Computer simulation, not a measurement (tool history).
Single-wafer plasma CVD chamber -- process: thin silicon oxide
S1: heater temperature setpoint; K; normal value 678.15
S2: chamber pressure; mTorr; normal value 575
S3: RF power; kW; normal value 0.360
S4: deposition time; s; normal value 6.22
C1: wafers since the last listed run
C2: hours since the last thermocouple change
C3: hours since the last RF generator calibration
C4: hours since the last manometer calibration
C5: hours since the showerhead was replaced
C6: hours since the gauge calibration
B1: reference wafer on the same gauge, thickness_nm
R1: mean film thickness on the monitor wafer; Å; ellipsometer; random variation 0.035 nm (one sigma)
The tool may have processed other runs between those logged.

run    hour      S1   S2     S3    S4    C1      C2      C3      C4      C5      C6     B1      R1
  1     0.0  678.15  575  0.360  5.73     0   546.1  1272.1   875.8  5091.8  1365.8  7.401   78.46
  2    84.9  667.15  575  0.360  6.22  2436   631.0  1357.0   960.7  5176.7  1450.7  7.409   85.79
  3   169.5  667.15  575  0.360  6.22  2428   715.6  1441.6  1045.3  5261.3  1535.3  7.412   85.77
  4   272.8  678.15  575  0.360  6.22  2964   818.9  1544.9  1148.6  5364.6  1638.6  7.417   85.08
  5   336.4  678.15  575  0.360  6.22  1825   882.5  1608.5  1212.2  5428.2  1702.2  7.410   85.41
      385.0  -- RF generator calibrated
  6   430.4  678.15  575  0.360  6.22  2468   976.5    45.4  1306.2  5522.2  1796.2  7.405   84.97
  7   524.9  678.15  575  0.360  6.22  2712  1071.0   139.9  1400.7  5616.7  1890.7  7.408   85.07
  8   575.2  678.15  575  0.360  6.22  1443  1121.3   190.2  1451.0  5667.0  1941.0  7.415   84.77
      598.0  -- gauge calibrated
  9   653.9  678.15  575  0.360  6.22  2258  1200.0   268.9  1529.7  5745.7    55.9  7.409   85.22
 10   728.5  678.15  575  0.360  6.22  2141  1274.6   343.5  1604.3  5820.3   130.5  7.416   85.21
      807.8  -- showerhead replaced
 11   808.3  678.15  575  0.360  6.22  2060  1354.4   423.3  1684.1     0.5   210.3  7.417   85.42
 12   855.6  668.15  575  0.300  6.83  1357  1401.7   470.6  1731.4    47.8   257.6  7.409   84.57
 13   905.4  670.15  639  0.310  6.22  1429  1451.5   520.4  1781.2    97.6   307.4  7.404   87.47
 14   992.0  664.15  637  0.380  6.22  2485  1538.1   607.0  1867.8   184.2   394.0  7.422   97.87
     1021.0  -- capacitance manometer re-zeroed and calibrated
 15  1072.7  666.15  575  0.400  6.22  2086  1618.8   687.7    51.7   264.9   474.7  7.412   89.51
 16  1143.6  682.15  575  0.360  5.03  2034  1689.7   758.6   122.6   335.8   545.6  7.414   68.72
 17  1200.5  684.15  523  0.360  5.38  1633  1746.6   815.5   179.5   392.7   602.5  7.413   66.64
 18  1307.2  678.15  575  0.425  6.22  3062  1853.3   922.2   286.2   499.4   709.2  7.422   91.95
     1353.2  -- thermocouple changed; heater temperature recalibrated
 19  1359.4  686.15  575  0.360  6.22  1268     6.2   974.4   338.4   551.6   761.4  7.409   84.67
 20  1421.0  678.15  520  0.295  5.90  1767    67.8  1036.0   400.0   613.2   823.0  7.422   65.20
 21  1480.8  674.15  485  0.310  7.18  1716   127.6  1095.8   459.8   673.0   882.8  7.411   76.88
 22  1584.8  678.15  716  0.360  6.22  2984   231.6  1199.8   563.8   777.0   986.8  7.409  105.76
 23  1657.6  668.15  616  0.295  5.81  2089   304.4  1272.6   636.6   849.8  1059.6  7.411   77.02
 24  1762.3  670.15  639  0.310  6.22  3005   409.1  1377.3   741.3   954.5  1164.3  7.421   87.58
 25  1824.0  678.15  575  0.360  6.22  1770   470.8  1439.0   803.0  1016.2  1226.0  7.405   85.23
 26  1872.6  683.15  463  0.360  7.03  1394   519.4  1487.6   851.6  1064.8  1274.6  7.409   76.90
 27  1938.6  666.15  657  0.335  6.65  1894   585.4  1553.6   917.6  1130.8  1340.6  7.413  100.75
 28  2019.1  678.15  575  0.360  6.22  2310   665.9  1634.1   998.1  1211.3  1421.1  7.410   84.53

State the hidden condition of the tool at each of the runs:
wafer temperature above the value expected at the setpoint (K): 0, the same for each run
delivered RF power above the setpoint (%): 0, the same for each run
true pressure above the setpoint (%): 0, the same for each run
gauge reads high (%): 0, the same for each run
